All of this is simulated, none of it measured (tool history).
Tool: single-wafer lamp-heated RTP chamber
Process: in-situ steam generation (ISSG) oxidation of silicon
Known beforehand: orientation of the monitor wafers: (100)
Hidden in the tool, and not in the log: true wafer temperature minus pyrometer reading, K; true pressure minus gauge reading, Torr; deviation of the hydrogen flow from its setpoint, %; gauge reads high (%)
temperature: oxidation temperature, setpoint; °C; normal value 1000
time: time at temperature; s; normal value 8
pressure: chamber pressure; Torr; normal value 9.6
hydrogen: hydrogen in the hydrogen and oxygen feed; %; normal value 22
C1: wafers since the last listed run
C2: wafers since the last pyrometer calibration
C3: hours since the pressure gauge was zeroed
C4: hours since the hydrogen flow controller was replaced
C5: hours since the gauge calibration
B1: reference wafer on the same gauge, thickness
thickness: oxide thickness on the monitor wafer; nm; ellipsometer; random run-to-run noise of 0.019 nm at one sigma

Run 1, hour 0: usual settings but time 9 s, hydrogen 17 %; C1 0; C2 3547; C3 2460.4; C4 5944.4; C5 224.2; B1 3.308. Result: thickness 3.653 nm.
Run 2, hour 13.4: usual settings but time 9 s, hydrogen 17 %; C1 282; C2 3829; C3 2473.8; C4 5957.8; C5 237.6; B1 3.309. Result: thickness 3.676 nm.
At hour 28.7: pyrometer window cleaned and pyrometer calibrated.
Run 3, hour 29.2: usual settings; C1 164; C2 11; C3 2489.6; C4 5973.6; C5 253.4; B1 3.308. Result: thickness 3.585 nm.
Run 4, hour 30.4: usual settings; C1 25; C2 36; C3 2490.8; C4 5974.8; C5 254.6; B1 3.313. Result: thickness 3.582 nm.
Run 5, hour 44.5: usual settings; C1 297; C2 333; C3 2504.9; C4 5988.9; C5 268.7; B1 3.312. Result: thickness 3.565 nm.
Run 6, hour 51.1: usual settings but temperature 1007 °C; C1 139; C2 472; C3 2511.5; C4 5995.5; C5 275.3; B1 3.314. Result: thickness 3.689 nm.
Run 7, hour 63.3: usual settings but temperature 1007 °C; C1 257; C2 730; C3 2523.7; C4 6007.7; C5 287.5; B1 3.313. Result: thickness 3.67 nm.
Run 8, hour 70.5: usual settings but temperature 1009 °C; C1 151; C2 881; C3 2530.9; C4 6014.9; C5 294.7; B1 3.307. Result: thickness 3.696 nm.
Run 9, hour 84.1: usual settings; C1 286; C2 1168; C3 2544.5; C4 6028.5; C5 308.3; B1 3.309. Result: thickness 3.592 nm.
Run 10, hour 95.2: usual settings; C1 234; C2 1402; C3 2555.6; C4 6039.6; C5 319.4; B1 3.311. Result: thickness 3.626 nm.
Run 11, hour 106.1: usual settings; C1 229; C2 1632; C3 2566.5; C4 6050.5; C5 330.3; B1 3.308. Result: thickness 3.608 nm.
At hour 107.2: gauge calibrated.
Run 12, hour 117.5: usual settings; C1 240; C2 1872; C3 2577.9; C4 6061.9; C5 10.3; B1 3.309. Result: thickness 3.648 nm.
Run 13, hour 123.6: usual settings; C1 128; C2 2001; C3 2584; C4 6068; C5 16.4; B1 3.308. Result: thickness 3.658 nm.
Run 14, hour 129.8: usual settings; C1 130; C2 2132; C3 2590.2; C4 6074.2; C5 22.6; B1 3.308. Result: thickness 3.62 nm.
Run 15, hour 143.4: usual settings but temperature 1008 °C, time 10 s, pressure 10.2 Torr, hydrogen 31 %; C1 286; C2 2418; C3 2603.8; C4 6087.8; C5 36.2; B1 3.309. Result: thickness 4.391 nm.
Run 16, hour 159.9: usual settings but temperature 1011 °C, time 7 s, pressure 8.6 Torr; C1 347; C2 2766; C3 2620.3; C4 6104.3; C5 52.7; B1 3.306. Result: thickness 3.647 nm.
Run 17, hour 172.6: usual settings but time 7 s; C1 267; C2 3034; C3 2633; C4 6117; C5 65.4; B1 3.308. Result: thickness 3.461 nm.
Run 18, hour 203.6: usual settings but temperature 1005 °C, time 10 s; C1 653; C2 3687; C3 2664; C4 6148; C5 96.4; B1 3.311. Result: thickness 4.172 nm.
At hour 220.7: pressure gauge zeroed.
At hour 229: pyrometer window cleaned and pyrometer calibrated.
Run 19, hour 229.5: usual settings but temperature 1007 °C, time 5 s, pressure 8.2 Torr, hydrogen 27 %; C1 208; C2 10; C3 8.8; C4 6173.9; C5 122.3; B1 3.311. Result: thickness 3.296 nm.
Run 20, hour 233: usual settings but temperature 991 °C; C1 73; C2 84; C3 12.3; C4 6177.4; C5 125.8; B1 3.314. Result: thickness 3.485 nm.
At hour 254.9: hydrogen flow controller replaced.
Run 21, hour 255.4: usual settings but hydrogen 12 %; C1 303; C2 388; C3 34.7; C4 0.5; C5 148.2; B1 3.305. Result: thickness 3.092 nm.
Run 22, hour 262.9: usual settings but temperature 1007 °C, time 11 s, hydrogen 15 %; C1 158; C2 546; C3 42.2; C4 8; C5 155.7; B1 3.312. Result: thickness 3.86 nm.
Run 23, hour 280.4: usual settings but temperature 1011 °C, time 7 s; C1 368; C2 915; C3 59.7; C4 25.5; C5 173.2; B1 3.31. Result: thickness 3.543 nm.
Run 24, hour 292.2: usual settings; C1 248; C2 1163; C3 71.5; C4 37.3; C5 185; B1 3.309. Result: thickness 3.592 nm.
Run 25, hour 305.1: usual settings but time 9 s, hydrogen 17 %; C1 271; C2 1435; C3 84.4; C4 50.2; C5 197.9; B1 3.309. Result: thickness 3.564 nm.
Run 26, hour 321.4: usual settings but temperature 995 °C, pressure 10.2 Torr; C1 343; C2 1779; C3 100.7; C4 66.5; C5 214.2; B1 3.308. Result: thickness 3.512 nm.
Run 27, hour 328.5: usual settings; C1 149; C2 1929; C3 107.8; C4 73.6; C5 221.3; B1 3.309. Result: thickness 3.617 nm.
Run 28, hour 339.6: usual settings but pressure 10.2 Torr; C1 234; C2 2163; C3 118.9; C4 84.7; C5 232.4; B1 3.31. Result: thickness 3.543 nm.

4 options for the next run, each taken on its own from the tool as it stands now. Forecast them:
Run A, hour 340: usual settings; C1 8; C2 2171; C3 119.3; C4 85.1; C5 232.8; B1 ?. Result: thickness ?.
Run B, hour 340: usual settings but hydrogen 27 %; C1 8; C2 2171; C3 119.3; C4 85.1; C5 232.8; B1 ?. Result: thickness ?.
Run C, hour 340: usual settings but temperature 1018 °C, time 5 s, pressure 10.2 Torr, hydrogen 25 %; C1 8; C2 2171; C3 119.3; C4 85.1; C5 232.8; B1 ?. Result: thickness ?.
Run D, hour 340: usual settings but temperature 1012 °C, time 9 s, pressure 8.4 Torr, hydrogen 17 %; C1 8; C2 2171; C3 119.3; C4 85.1; C5 232.8; B1 ?. Result: thickness ?.

run     B1  thickness
  A  3.313      3.655
  B  3.313       3.85
  C  3.313      3.226
  D  3.313      3.805
The same runs, with their run-to-run variation unchanged, on a tool lacking any hidden condition would have given:
run  thickness
  A      3.611
  B      3.804
  C      3.189
  D      3.752

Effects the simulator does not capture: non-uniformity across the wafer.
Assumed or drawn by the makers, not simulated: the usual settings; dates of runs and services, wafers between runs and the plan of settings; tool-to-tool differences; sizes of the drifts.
